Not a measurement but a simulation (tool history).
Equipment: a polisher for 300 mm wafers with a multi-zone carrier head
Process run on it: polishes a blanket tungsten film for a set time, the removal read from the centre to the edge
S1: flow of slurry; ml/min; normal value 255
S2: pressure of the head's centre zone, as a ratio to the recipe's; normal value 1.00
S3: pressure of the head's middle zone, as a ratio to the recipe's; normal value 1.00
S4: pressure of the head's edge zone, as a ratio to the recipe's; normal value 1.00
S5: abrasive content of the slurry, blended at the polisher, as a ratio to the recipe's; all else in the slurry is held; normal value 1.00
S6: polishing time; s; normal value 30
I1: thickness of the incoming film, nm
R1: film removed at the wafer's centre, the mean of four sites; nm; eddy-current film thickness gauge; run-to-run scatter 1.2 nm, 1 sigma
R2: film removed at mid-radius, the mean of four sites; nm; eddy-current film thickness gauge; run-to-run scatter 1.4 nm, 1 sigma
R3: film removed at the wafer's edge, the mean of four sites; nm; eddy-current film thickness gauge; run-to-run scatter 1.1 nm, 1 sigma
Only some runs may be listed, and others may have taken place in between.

run,hour,S1,S2,S3,S4,S5,S6,I1,R1,R2,R3
1,0.0,255,1.03,0.92,0.89,0.75,30,1001.6,134.1,125.6,130.0
# hour 25.6: slurry nozzle cleaned
2,66.3,255,1.00,1.00,1.00,1.00,30,1007.6,145.5,145.7,147.4
# hour 75.7: worn pad replaced by a new one
# hour 103.4: carrier head's membrane replaced by a new one
3,113.8,255,0.89,1.00,1.00,0.75,38,978.2,159.0,168.1,170.4
4,162.4,255,1.00,1.00,1.08,1.25,30,1002.7,152.5,154.5,166.6
5,230.5,210,1.00,1.05,1.00,1.00,30,997.2,141.8,146.8,147.2
6,277.0,200,1.00,0.94,1.00,1.15,33,970.2,160.4,157.8,167.3
7,327.4,255,1.00,1.00,1.00,1.00,30,999.9,143.4,144.5,150.1
# hour 360.8: edge zone pressure recalibrated
8,396.5,255,1.00,1.00,0.93,0.85,30,994.9,137.1,137.7,138.9
9,457.1,255,1.00,1.00,1.00,0.90,30,978.0,141.5,140.0,141.5
10,511.7,255,1.00,1.00,1.00,1.20,30,999.2,151.5,152.7,158.6
# hour 523.0: centre zone pressure recalibrated
# hour 543.8: slurry nozzle cleaned
# hour 569.6: worn pad replaced by a new one
11,580.3,255,1.00,1.08,0.94,1.00,30,977.8,143.8,152.7,145.0
12,627.9,255,1.00,1.00,1.00,1.00,30,992.9,144.7,144.0,149.0
13,690.4,255,1.00,1.00,1.00,1.00,30,995.3,143.3,143.1,148.5
# hour 718.4: carrier head's membrane replaced by a new one
14,762.2,255,1.00,1.00,1.00,1.00,30,989.5,143.3,143.8,148.6
15,792.3,255,0.97,1.00,1.09,1.00,27,998.9,128.6,130.5,139.1
16,825.8,210,0.89,1.00,1.00,1.10,30,987.7,135.8,146.7,151.2
17,873.6,255,1.00,1.00,1.00,1.00,30,990.2,145.0,144.7,150.0
18,933.4,300,1.00,1.00,1.00,1.00,30,1006.7,147.1,148.2,151.2
19,999.8,255,1.00,1.00,1.00,1.00,30,992.7,144.1,143.6,149.9
20,1028.0,335,1.00,1.00,1.00,1.10,21,982.7,106.2,106.7,110.0

5 options for the next run, each taken on its own from the tool as it stands now. Forecast them:
A,1028.4,255,1.00,1.00,1.00,1.00,30,1004.9,?,?,?
B,1028.4,335,0.91,0.92,1.00,1.00,30,1004.9,?,?,?
C,1028.4,340,1.00,1.00,0.97,1.00,24,1004.9,?,?,?
D,1028.4,255,1.00,0.95,0.90,0.90,26,1004.9,?,?,?
E,1028.4,255,1.00,1.00,0.92,1.00,30,1004.9,?,?,?

run,R1,R2,R3
A,144.4,143.0,149.5
B,141.0,138.5,152.5
C,118.9,117.4,120.2
D,121.1,115.8,119.4
E,144.4,143.0,143.7
Without the tool's unlogged condition, the same runs would have read:
run,R1,R2,R3
A,144.4,143.0,149.5
B,141.0,138.5,152.5
C,118.9,117.4,120.2
D,121.1,115.8,119.4
E,144.4,143.0,143.7

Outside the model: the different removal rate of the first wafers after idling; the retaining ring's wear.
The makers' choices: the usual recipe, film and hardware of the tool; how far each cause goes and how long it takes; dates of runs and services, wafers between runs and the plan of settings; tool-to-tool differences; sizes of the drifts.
